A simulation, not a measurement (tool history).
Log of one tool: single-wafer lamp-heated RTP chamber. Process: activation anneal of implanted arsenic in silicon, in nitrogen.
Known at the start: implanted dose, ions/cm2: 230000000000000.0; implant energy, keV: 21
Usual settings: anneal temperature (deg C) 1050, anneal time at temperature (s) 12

run	hour	anneal temperature (deg C)	anneal time at temperature (s)	wafers since the last listed run	wafers since the last pyrometer calibration	wafers since the reflector plate was cleaned	hours since the gauge calibration	read-back reference wafer on the same gauge, sheet resistance	sheet resistance of the implanted and annealed layer (ohm/square)
1	0	1050	12	0	5113	7098	123.2	342.08	366.67
# hour 1.4: gauge calibrated
2	12.8	1050	12	206	5319	7305	11.4	341.85	367.7
3	28.7	1050	12	256	5576	7561	27.3	342.24	367.75
4	35.1	1050	12	103	5679	7664	33.7	342.33	366.41
5	49.7	1050	12	235	5915	7900	48.3	342.04	368.49
6	56.7	1050	12	112	6028	8013	55.3	341.97	366.27
7	68	1061	12	182	6210	8195	66.6	342.09	365.6
# hour 82: pyrometer window cleaned and pyrometer calibrated
8	82.5	1029	17	104	8	8300	81.1	342.04	367.89
9	95.4	1030	17	208	216	8509	94	341.8	367.91
10	110	1050	12	235	452	8744	108.6	342.04	367.55

Forecast run 11:
# hour 114.3: gauge calibrated
# hour 118.8: reflector plate cleaned
11	119.3	1037	15	20	473	8	5	?	?

{"run 11": {"read-back reference wafer on the same gauge, sheet resistance": 341.9, "sheet resistance of the implanted and annealed layer (ohm/square)": 367.71}}
Without the tool's hidden state the same run would have given sheet resistance of the implanted and annealed layer (ohm/square) 367.71.

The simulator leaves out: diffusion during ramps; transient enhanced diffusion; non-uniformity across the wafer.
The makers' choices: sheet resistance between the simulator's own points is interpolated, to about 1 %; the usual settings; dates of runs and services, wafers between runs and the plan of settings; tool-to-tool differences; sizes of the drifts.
